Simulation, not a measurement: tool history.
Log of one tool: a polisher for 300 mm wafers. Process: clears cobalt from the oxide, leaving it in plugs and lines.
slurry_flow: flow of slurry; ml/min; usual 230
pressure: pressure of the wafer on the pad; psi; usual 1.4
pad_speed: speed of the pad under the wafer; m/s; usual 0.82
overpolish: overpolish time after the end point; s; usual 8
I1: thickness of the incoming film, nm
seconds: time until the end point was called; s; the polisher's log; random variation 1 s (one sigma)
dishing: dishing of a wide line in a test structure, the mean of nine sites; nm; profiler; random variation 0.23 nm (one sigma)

{"run": 1, "hour": 0.0, "slurry_flow": 230, "pressure": 1.4, "pad_speed": 0.82, "overpolish": 8, "I1": 188.9, "seconds": 56.8, "dishing": 19.1}
{"run": 2, "hour": 16.5, "slurry_flow": 230, "pressure": 1.8, "pad_speed": 0.82, "overpolish": 8, "I1": 190.5, "seconds": 48.2, "dishing": 22.1}
{"run": 3, "hour": 52.2, "slurry_flow": 230, "pressure": 1.2, "pad_speed": 0.82, "overpolish": 7, "I1": 191.5, "seconds": 66.4, "dishing": 15.3}
{"hour": 75.0, "done": "slurry nozzle cleaned"}
{"hour": 89.7, "done": "worn pad replaced by a new one"}
{"run": 4, "hour": 90.2, "slurry_flow": 230, "pressure": 1.2, "pad_speed": 0.82, "overpolish": 7, "I1": 189.6, "seconds": 58.2, "dishing": 16.3}
{"run": 5, "hour": 99.0, "slurry_flow": 190, "pressure": 1.4, "pad_speed": 0.76, "overpolish": 8, "I1": 190.4, "seconds": 57.8, "dishing": 18.5}
{"run": 6, "hour": 126.7, "slurry_flow": 230, "pressure": 1.7, "pad_speed": 0.82, "overpolish": 8, "I1": 189.8, "seconds": 46.2, "dishing": 22.0}
{"run": 7, "hour": 154.1, "slurry_flow": 230, "pressure": 1.7, "pad_speed": 0.82, "overpolish": 8, "I1": 188.1, "seconds": 45.5, "dishing": 22.1}
{"run": 8, "hour": 178.9, "slurry_flow": 290, "pressure": 1.4, "pad_speed": 0.82, "overpolish": 8, "I1": 189.8, "seconds": 52.8, "dishing": 20.4}
{"run": 9, "hour": 199.0, "slurry_flow": 230, "pressure": 1.4, "pad_speed": 0.82, "overpolish": 8, "I1": 190.9, "seconds": 55.8, "dishing": 19.5}
{"run": 10, "hour": 219.5, "slurry_flow": 230, "pressure": 1.4, "pad_speed": 0.82, "overpolish": 8, "I1": 187.3, "seconds": 55.3, "dishing": 19.5}
{"hour": 232.4, "done": "worn pad replaced by a new one"}
{"run": 11, "hour": 235.6, "slurry_flow": 230, "pressure": 1.4, "pad_speed": 0.82, "overpolish": 8, "I1": 189.1, "seconds": 57.0, "dishing": 19.8}
{"run": 12, "hour": 250.6, "slurry_flow": 230, "pressure": 1.4, "pad_speed": 0.82, "overpolish": 5, "I1": 186.3, "seconds": 56.1, "dishing": 13.1}
{"run": 13, "hour": 284.3, "slurry_flow": 230, "pressure": 1.4, "pad_speed": 0.82, "overpolish": 5, "I1": 187.4, "seconds": 56.0, "dishing": 12.8}
{"hour": 321.4, "done": "slurry nozzle cleaned"}
{"hour": 354.0, "done": "worn pad replaced by a new one"}
{"run": 14, "hour": 374.6, "slurry_flow": 230, "pressure": 1.1, "pad_speed": 1.06, "overpolish": 8, "I1": 191.0, "seconds": 50.1, "dishing": 21.3}
{"hour": 376.7, "done": "head pressure recalibrated"}
{"run": 15, "hour": 394.7, "slurry_flow": 230, "pressure": 1.4, "pad_speed": 0.82, "overpolish": 8, "I1": 190.7, "seconds": 54.8, "dishing": 19.5}
{"run": 16, "hour": 427.1, "slurry_flow": 230, "pressure": 1.1, "pad_speed": 0.82, "overpolish": 8, "I1": 193.2, "seconds": 65.3, "dishing": 17.4}
{"run": 17, "hour": 443.4, "slurry_flow": 230, "pressure": 1.0, "pad_speed": 0.64, "overpolish": 8, "I1": 189.8, "seconds": 90.1, "dishing": 12.8}
{"run": 18, "hour": 475.0, "slurry_flow": 230, "pressure": 1.8, "pad_speed": 0.82, "overpolish": 8, "I1": 189.8, "seconds": 47.4, "dishing": 22.5}
{"hour": 483.1, "done": "worn pad replaced by a new one"}
{"run": 19, "hour": 488.5, "slurry_flow": 260, "pressure": 1.5, "pad_speed": 0.82, "overpolish": 8, "I1": 190.7, "seconds": 53.6, "dishing": 20.5}
{"run": 20, "hour": 506.0, "slurry_flow": 310, "pressure": 1.8, "pad_speed": 0.82, "overpolish": 10, "I1": 187.7, "seconds": 42.9, "dishing": 27.2}
{"run": 21, "hour": 527.3, "slurry_flow": 300, "pressure": 1.0, "pad_speed": 0.56, "overpolish": 4, "I1": 189.9, "seconds": 101.0, "dishing": 6.4}
{"run": 22, "hour": 542.2, "slurry_flow": 230, "pressure": 1.4, "pad_speed": 0.66, "overpolish": 5, "I1": 190.6, "seconds": 71.9, "dishing": 10.7}
{"hour": 562.6, "done": "slurry nozzle cleaned"}
{"run": 23, "hour": 576.6, "slurry_flow": 255, "pressure": 0.9, "pad_speed": 0.82, "overpolish": 3, "I1": 188.2, "seconds": 70.5, "dishing": 6.6}
{"run": 24, "hour": 609.8, "slurry_flow": 230, "pressure": 1.4, "pad_speed": 0.82, "overpolish": 8, "I1": 189.7, "seconds": 53.0, "dishing": 19.5}
{"hour": 618.4, "done": "worn pad replaced by a new one"}
{"run": 25, "hour": 645.2, "slurry_flow": 275, "pressure": 1.1, "pad_speed": 1.08, "overpolish": 10, "I1": 189.2, "seconds": 48.2, "dishing": 25.0}

Run 26 comes next. What will it give?
{"run": 26, "hour": 662.5, "slurry_flow": 230, "pressure": 1.4, "pad_speed": 0.82, "overpolish": 8, "I1": 191.0, "seconds": "?", "dishing": "?"}

{"run 26": {"seconds": 58.0, "dishing": 19.5}}
Without the tool's hidden state the same run would have given seconds 56.2 s, dishing 20.0 nm.
